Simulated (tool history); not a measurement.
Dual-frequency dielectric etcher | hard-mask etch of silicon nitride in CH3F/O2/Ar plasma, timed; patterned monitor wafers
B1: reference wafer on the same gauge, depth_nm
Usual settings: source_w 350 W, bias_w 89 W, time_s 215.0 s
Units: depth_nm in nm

{"run": 1, "hour": 0.0, "source_w": 350, "bias_w": 89, "time_s": 215.0, "B1": 172.7, "depth_nm": 147.3}
{"run": 2, "hour": 53.5, "source_w": 350, "bias_w": 89, "time_s": 215.0, "B1": 173.1, "depth_nm": 147.1}
{"run": 3, "hour": 95.5, "source_w": 350, "bias_w": 89, "time_s": 215.0, "B1": 173.1, "depth_nm": 148.0}
{"run": 4, "hour": 135.6, "source_w": 350, "bias_w": 89, "time_s": 215.0, "B1": 173.2, "depth_nm": 147.8}
{"run": 5, "hour": 194.3, "source_w": 350, "bias_w": 89, "time_s": 173.5, "B1": 173.3, "depth_nm": 119.2}
{"hour": 245.1, "done": "wet clean of the chamber"}
{"run": 6, "hour": 265.5, "source_w": 350, "bias_w": 89, "time_s": 173.5, "B1": 173.6, "depth_nm": 119.5}
{"run": 7, "hour": 320.8, "source_w": 350, "bias_w": 89, "time_s": 173.5, "B1": 173.8, "depth_nm": 119.6}
{"run": 8, "hour": 416.4, "source_w": 350, "bias_w": 89, "time_s": 215.0, "B1": 174.2, "depth_nm": 146.7}
{"run": 9, "hour": 510.2, "source_w": 350, "bias_w": 89, "time_s": 215.0, "B1": 174.6, "depth_nm": 149.8}
{"run": 10, "hour": 608.2, "source_w": 350, "bias_w": 89, "time_s": 195.0, "B1": 175.0, "depth_nm": 134.3}
{"hour": 699.4, "done": "bias power generator calibrated"}
{"hour": 724.8, "done": "wet clean of the chamber"}
{"run": 11, "hour": 725.3, "source_w": 350, "bias_w": 89, "time_s": 215.0, "B1": 175.6, "depth_nm": 150.6}
{"hour": 741.8, "done": "gauge calibrated"}
{"hour": 781.0, "done": "upper electrode replaced"}
{"run": 12, "hour": 781.5, "source_w": 350, "bias_w": 89, "time_s": 215.0, "B1": 172.2, "depth_nm": 147.0}
{"run": 13, "hour": 818.0, "source_w": 350, "bias_w": 89, "time_s": 169.5, "B1": 172.3, "depth_nm": 115.5}
{"hour": 898.6, "done": "source power generator calibrated"}
{"run": 14, "hour": 899.1, "source_w": 400, "bias_w": 97, "time_s": 193.0, "B1": 172.4, "depth_nm": 145.4}
{"run": 15, "hour": 933.1, "source_w": 350, "bias_w": 102, "time_s": 215.0, "B1": 172.3, "depth_nm": 154.2}
{"run": 16, "hour": 1010.5, "source_w": 350, "bias_w": 89, "time_s": 169.5, "B1": 172.3, "depth_nm": 115.9}
{"run": 17, "hour": 1115.9, "source_w": 300, "bias_w": 104, "time_s": 182.0, "B1": 172.6, "depth_nm": 120.1}
{"run": 18, "hour": 1200.7, "source_w": 350, "bias_w": 77, "time_s": 247.0, "B1": 172.9, "depth_nm": 159.9}
{"hour": 1226.9, "done": "wet clean of the chamber"}
{"run": 19, "hour": 1300.7, "source_w": 350, "bias_w": 96, "time_s": 275.5, "B1": 173.0, "depth_nm": 194.2}
{"run": 20, "hour": 1387.1, "source_w": 350, "bias_w": 104, "time_s": 215.0, "B1": 173.1, "depth_nm": 154.9}
{"run": 21, "hour": 1448.1, "source_w": 350, "bias_w": 89, "time_s": 215.0, "B1": 173.2, "depth_nm": 147.7}
{"run": 22, "hour": 1513.0, "source_w": 350, "bias_w": 105, "time_s": 262.0, "B1": 173.5, "depth_nm": 191.4}
{"run": 23, "hour": 1618.5, "source_w": 420, "bias_w": 89, "time_s": 189.5, "B1": 173.9, "depth_nm": 144.1}
{"hour": 1651.7, "done": "wet clean of the chamber"}
{"run": 24, "hour": 1668.2, "source_w": 350, "bias_w": 89, "time_s": 249.0, "B1": 174.0, "depth_nm": 171.2}
{"run": 25, "hour": 1759.2, "source_w": 310, "bias_w": 105, "time_s": 184.5, "B1": 174.3, "depth_nm": 126.8}
{"run": 26, "hour": 1863.8, "source_w": 350, "bias_w": 89, "time_s": 215.0, "B1": 174.8, "depth_nm": 148.5}
{"run": 27, "hour": 1966.2, "source_w": 350, "bias_w": 105, "time_s": 169.5, "B1": 175.3, "depth_nm": 124.8}
{"run": 28, "hour": 2044.0, "source_w": 350, "bias_w": 89, "time_s": 215.0, "B1": 176.0, "depth_nm": 151.5}
{"hour": 2164.3, "done": "wet clean of the chamber"}
{"run": 29, "hour": 2164.8, "source_w": 350, "bias_w": 81, "time_s": 267.0, "B1": 176.3, "depth_nm": 180.6}

Forecast each of these 4 alternatives for the next run:
{"run": "A", "hour": 2165.3, "source_w": 350, "bias_w": 89, "time_s": 215.0, "B1": "?", "depth_nm": "?"}
{"run": "B", "hour": 2165.3, "source_w": 440, "bias_w": 109, "time_s": 215.0, "B1": "?", "depth_nm": "?"}
{"run": "C", "hour": 2165.3, "source_w": 350, "bias_w": 71, "time_s": 263.0, "B1": "?", "depth_nm": "?"}
{"run": "D", "hour": 2165.3, "source_w": 290, "bias_w": 89, "time_s": 215.0, "B1": "?", "depth_nm": "?"}

run=A B1=176.4 depth_nm=149.7
run=B B1=176.4 depth_nm=179.9
run=C B1=176.4 depth_nm=170.7
run=D B1=176.4 depth_nm=134.6
Without the tool's hidden state the same runs would have given:
run=A depth_nm=145.9
run=B depth_nm=175.4
run=C depth_nm=166.4
run=D depth_nm=131.2

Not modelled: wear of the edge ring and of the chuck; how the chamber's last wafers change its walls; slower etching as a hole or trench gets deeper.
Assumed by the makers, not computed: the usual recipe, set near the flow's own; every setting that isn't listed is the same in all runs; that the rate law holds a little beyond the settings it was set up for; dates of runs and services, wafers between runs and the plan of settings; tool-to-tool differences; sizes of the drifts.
